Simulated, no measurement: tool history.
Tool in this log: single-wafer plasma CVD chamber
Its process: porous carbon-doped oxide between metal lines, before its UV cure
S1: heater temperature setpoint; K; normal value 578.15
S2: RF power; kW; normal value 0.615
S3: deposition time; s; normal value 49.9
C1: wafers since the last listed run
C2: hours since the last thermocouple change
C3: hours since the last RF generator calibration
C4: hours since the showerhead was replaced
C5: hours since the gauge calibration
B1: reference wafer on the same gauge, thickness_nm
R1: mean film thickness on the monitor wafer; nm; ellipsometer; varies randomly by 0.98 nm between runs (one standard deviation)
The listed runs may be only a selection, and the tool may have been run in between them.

run,day,S1,S2,S3,C1,C2,C3,C4,C5,B1,R1
1,0.000,578.15,0.615,49.9,0,1089.7,1100.3,3988.7,409.7,322.070,288.717
2,1.392,578.15,0.615,49.9,460,1123.1,1133.7,4022.1,443.1,322.041,287.725
3,2.429,578.15,0.615,49.9,343,1148.0,1158.6,4047.0,468.0,321.793,288.170
4,3.725,578.15,0.615,49.9,429,1179.1,1189.7,4078.1,499.1,321.756,288.598
5,4.992,578.15,0.660,49.9,419,1209.5,1220.1,4108.5,529.5,322.501,305.173
6,6.317,578.15,0.660,49.9,438,1241.3,1251.9,4140.3,561.3,322.393,305.975
7,7.242,578.15,0.660,49.9,306,1263.5,1274.1,4162.5,583.5,321.478,304.897
8,8.150,578.15,0.615,49.9,300,1285.3,1295.9,4184.3,605.3,322.231,286.630
9,8.925,578.15,0.615,49.9,256,1303.9,1314.5,4202.9,623.9,321.977,286.507
# day 10.438: showerhead replaced
10,10.458,578.15,0.615,49.9,397,1340.7,1351.3,0.5,660.7,322.183,284.684
11,11.267,578.15,0.615,49.9,267,1360.1,1370.7,19.9,680.1,322.264,286.601
12,12.617,578.15,0.615,49.9,446,1392.5,1403.1,52.3,712.5,321.769,285.467
13,13.512,578.15,0.615,49.9,296,1414.0,1424.6,73.8,734.0,322.681,284.857
14,14.504,578.15,0.615,49.9,328,1437.8,1448.4,97.6,757.8,321.991,285.167
15,15.204,578.15,0.615,49.9,231,1454.6,1465.2,114.4,774.6,322.657,283.425
16,16.162,568.15,0.560,40.0,317,1477.6,1488.2,137.4,797.6,321.839,221.524
# day 16.825: gauge calibrated
17,17.088,567.15,0.525,42.7,306,1499.8,1510.4,159.6,6.3,322.137,222.536
# day 18.242: thermocouple changed; heater temperature recalibrated
18,20.342,578.15,0.615,49.9,967,50.4,1588.5,237.7,84.4,322.144,291.837
19,21.058,589.15,0.615,41.9,237,67.6,1605.7,254.9,101.6,322.029,233.294
20,21.617,585.15,0.705,59.5,184,81.0,1619.1,268.3,115.0,321.551,376.810

Estimate the outcome of run 21 from the log above:
21,22.396,563.15,0.735,40.9,257,99.7,1637.8,287.0,133.7,?,?

B1: 322.073
R1: 303.045 nm
On a tool with no hidden condition, and with the same random variation, this run would have come out at R1 303.472 nm.
